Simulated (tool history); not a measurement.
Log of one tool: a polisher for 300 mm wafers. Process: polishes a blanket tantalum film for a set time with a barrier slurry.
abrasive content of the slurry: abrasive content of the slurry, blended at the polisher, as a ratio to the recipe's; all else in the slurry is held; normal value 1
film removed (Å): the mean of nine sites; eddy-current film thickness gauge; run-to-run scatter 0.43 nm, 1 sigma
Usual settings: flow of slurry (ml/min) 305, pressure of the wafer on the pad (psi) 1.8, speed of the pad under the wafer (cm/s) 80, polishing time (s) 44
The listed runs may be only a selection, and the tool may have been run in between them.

| run | hour | flow of slurry (ml/min) | pressure of the wafer on the pad (psi) | speed of the pad under the wafer (cm/s) | abrasive content of the slurry | polishing time (s) | incoming thickness of the incoming film, nm | film removed (Å) |
|---|---|---|---|---|---|---|---|---|
| 1 | 0 | 305 | 1.8 | 80 | 1 | 44 | 388.2 | 412 |
|  | 4.9 | slurry blender recalibrated |
| 2 | 14.1 | 305 | 1.8 | 80 | 1 | 49 | 396.3 | 504 |
| 3 | 26.8 | 305 | 1.8 | 80 | 1 | 49 | 390.6 | 502 |
|  | 40.3 | worn pad replaced by a new one |
| 4 | 50.8 | 305 | 1.8 | 80 | 1 | 44 | 390.8 | 449 |
| 5 | 76.7 | 305 | 1.8 | 80 | 1 | 44 | 391.3 | 452 |
|  | 80.5 | slurry nozzle cleaned |
| 6 | 92.1 | 305 | 1.8 | 80 | 1 | 44 | 388.4 | 446 |
| 7 | 125.2 | 305 | 1.8 | 80 | 1 | 44 | 396.9 | 448 |
| 8 | 137.7 | 305 | 1.8 | 80 | 1 | 44 | 388.4 | 434 |
|  | 164.6 | head pressure recalibrated |
| 9 | 165.2 | 305 | 1.8 | 80 | 1 | 44 | 393.7 | 440 |
| 10 | 200.6 | 305 | 1.8 | 80 | 1 | 44 | 391.1 | 439 |
| 11 | 227.1 | 305 | 1.8 | 80 | 1 | 44 | 386.9 | 433 |
|  | 248.6 | worn pad replaced by a new one |
| 12 | 255.2 | 305 | 1.5 | 80 | 1 | 35 | 393.2 | 285 |
| 13 | 280.6 | 240 | 1.8 | 80 | 1 | 44 | 391.5 | 423 |
| 14 | 309.8 | 255 | 1.8 | 80 | 1 | 44 | 389.5 | 421 |
| 15 | 326.6 | 305 | 1.8 | 98 | 1 | 44 | 392.3 | 531 |
| 16 | 355.9 | 350 | 1.8 | 98 | 1 | 44 | 390.3 | 531 |
| 17 | 387.9 | 305 | 1.8 | 80 | 0.85 | 57 | 393.1 | 511 |
| 18 | 417.3 | 305 | 1.8 | 80 | 1 | 44 | 397.8 | 421 |
|  | 423.7 | slurry blender recalibrated |
| 19 | 441.8 | 305 | 1.5 | 80 | 1 | 35 | 392.6 | 301 |
|  | 464.7 | worn pad replaced by a new one |
| 20 | 475.6 | 260 | 1.8 | 80 | 1 | 44 | 384.3 | 450 |
| 21 | 498.4 | 305 | 1.5 | 80 | 1 | 50 | 392.9 | 427 |
| 22 | 516.7 | 395 | 1.4 | 56 | 1 | 44 | 392.2 | 250 |
| 23 | 543.1 | 370 | 1.8 | 80 | 1.25 | 44 | 393 | 492 |
| 24 | 571.9 | 305 | 1.5 | 80 | 1 | 35 | 393.2 | 297 |
| 25 | 589.6 | 375 | 1.8 | 80 | 0.75 | 44 | 391.4 | 411 |
| 26 | 608.8 | 305 | 1.8 | 80 | 1 | 44 | 391.3 | 441 |
|  | 634.5 | slurry nozzle cleaned |
| 27 | 643.1 | 335 | 1.8 | 98 | 1 | 56 | 389.7 | 702 |
| 28 | 671.6 | 365 | 1.8 | 58 | 0.7 | 30 | 390.2 | 193 |
| 29 | 702.4 | 305 | 2 | 106 | 1.25 | 55 | 388.1 | 846 |

For each run, the measured value with the value that run would have given without the tool's hidden condition subtracted. The run-to-run variation is shared by both, the gauge scatter possibly not:
Hidden state present: removal rate lost through wear of the pad, %; slurry flow missing at the pad, %; deviation of the head's pressure from its setpoint, %; abrasive missing from the slurry, %.
| run | film removed (Å) |
|---|---|
| 1 | -45 |
| 2 | -4 |
| 3 | -4 |
| 4 | -6 |
| 5 | -7 |
| 6 | -9 |
| 7 | -10 |
| 8 | -12 |
| 9 | -14 |
| 10 | -16 |
| 11 | -18 |
| 12 | -14 |
| 13 | -22 |
| 14 | -24 |
| 15 | -33 |
| 16 | -36 |
| 17 | -43 |
| 18 | -34 |
| 19 | -2 |
| 20 | -5 |
| 21 | -7 |
| 22 | -4 |
| 23 | -9 |
| 24 | -8 |
| 25 | -15 |
| 26 | -15 |
| 27 | -28 |
| 28 | -11 |
| 29 | -36 |
